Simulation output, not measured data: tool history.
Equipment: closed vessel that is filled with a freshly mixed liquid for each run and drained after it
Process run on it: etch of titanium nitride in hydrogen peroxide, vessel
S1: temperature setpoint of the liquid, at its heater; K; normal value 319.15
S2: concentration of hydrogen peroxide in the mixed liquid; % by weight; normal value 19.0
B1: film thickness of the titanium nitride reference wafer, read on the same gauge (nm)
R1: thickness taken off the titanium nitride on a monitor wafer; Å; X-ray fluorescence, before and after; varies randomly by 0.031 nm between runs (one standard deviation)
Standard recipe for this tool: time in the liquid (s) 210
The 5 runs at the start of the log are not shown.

{"run": 6, "hour": 48.9, "S1": 313.65, "S2": 19.0, "time in the liquid (s)": 210, "B1": 129.97, "R1": 37.3}
{"run": 7, "hour": 64.7, "S1": 319.15, "S2": 19.0, "time in the liquid (s)": 210, "B1": 129.99, "R1": 55.8}
{"run": 8, "hour": 74.2, "S1": 319.15, "S2": 19.0, "time in the liquid (s)": 210, "B1": 130.02, "R1": 55.8}
{"run": 9, "hour": 84.4, "S1": 319.15, "S2": 19.0, "time in the liquid (s)": 210, "B1": 130.02, "R1": 56.1}
{"hour": 93.7, "done": "new drum of peroxide connected"}
{"run": 10, "hour": 102.2, "S1": 311.15, "S2": 19.0, "time in the liquid (s)": 210, "B1": 130.03, "R1": 30.6}
{"run": 11, "hour": 112.8, "S1": 312.65, "S2": 14.0, "time in the liquid (s)": 100, "B1": 130.0, "R1": 15.2}
{"run": 12, "hour": 125.4, "S1": 319.15, "S2": 24.0, "time in the liquid (s)": 170, "B1": 129.99, "R1": 47.7}
{"run": 13, "hour": 141.8, "S1": 310.15, "S2": 19.0, "time in the liquid (s)": 285, "B1": 130.01, "R1": 38.0}
{"run": 14, "hour": 150.2, "S1": 322.65, "S2": 13.5, "time in the liquid (s)": 275, "B1": 130.04, "R1": 88.1}
{"hour": 163.9, "done": "gauge calibrated"}
{"run": 15, "hour": 167.0, "S1": 319.15, "S2": 19.0, "time in the liquid (s)": 210, "B1": 130.0, "R1": 56.2}
{"run": 16, "hour": 180.9, "S1": 319.15, "S2": 19.0, "time in the liquid (s)": 335, "B1": 130.03, "R1": 88.6}
{"run": 17, "hour": 194.7, "S1": 329.15, "S2": 19.0, "time in the liquid (s)": 210, "B1": 129.98, "R1": 114.9}
{"run": 18, "hour": 212.5, "S1": 319.15, "S2": 15.0, "time in the liquid (s)": 210, "B1": 129.99, "R1": 53.3}
{"run": 19, "hour": 221.4, "S1": 319.15, "S2": 19.0, "time in the liquid (s)": 335, "B1": 130.0, "R1": 88.0}
{"run": 20, "hour": 227.5, "S1": 319.15, "S2": 19.0, "time in the liquid (s)": 210, "B1": 129.96, "R1": 56.3}
{"run": 21, "hour": 239.6, "S1": 310.65, "S2": 15.0, "time in the liquid (s)": 210, "B1": 129.98, "R1": 27.9}
{"run": 22, "hour": 279.0, "S1": 319.15, "S2": 19.0, "time in the liquid (s)": 210, "B1": 130.0, "R1": 55.5}
{"run": 23, "hour": 294.4, "S1": 319.15, "S2": 19.0, "time in the liquid (s)": 210, "B1": 130.02, "R1": 55.8}
{"run": 24, "hour": 308.7, "S1": 322.65, "S2": 14.0, "time in the liquid (s)": 210, "B1": 130.0, "R1": 67.5}
{"run": 25, "hour": 320.2, "S1": 313.15, "S2": 15.5, "time in the liquid (s)": 250, "B1": 129.96, "R1": 40.4}
{"run": 26, "hour": 338.0, "S1": 328.65, "S2": 23.0, "time in the liquid (s)": 140, "B1": 130.0, "R1": 77.5}
{"run": 27, "hour": 348.5, "S1": 310.65, "S2": 19.0, "time in the liquid (s)": 260, "B1": 130.01, "R1": 36.3}
{"run": 28, "hour": 355.8, "S1": 319.15, "S2": 19.0, "time in the liquid (s)": 210, "B1": 130.0, "R1": 55.9}
{"run": 29, "hour": 370.3, "S1": 310.65, "S2": 15.5, "time in the liquid (s)": 140, "B1": 130.0, "R1": 18.6}
{"run": 30, "hour": 387.9, "S1": 314.65, "S2": 15.0, "time in the liquid (s)": 310, "B1": 130.02, "R1": 56.5}

3 ways to go on from here, each from the tool as it stands after run 30. What would each give?
{"run": "A", "hour": 388.6, "S1": 315.65, "S2": 19.0, "time in the liquid (s)": 210, "B1": "?", "R1": "?"}
{"run": "B", "hour": 388.6, "S1": 311.15, "S2": 15.0, "time in the liquid (s)": 290, "B1": "?", "R1": "?"}
{"run": "C", "hour": 388.6, "S1": 311.15, "S2": 21.0, "time in the liquid (s)": 210, "B1": "?", "R1": "?"}

run=A B1=129.98 R1=42.9
run=B B1=129.98 R1=39.9
run=C B1=129.98 R1=31.1
Had the tool no hidden state, the same runs would have come out as:
run=A R1=42.9
run=B R1=39.9
run=C R1=31.1
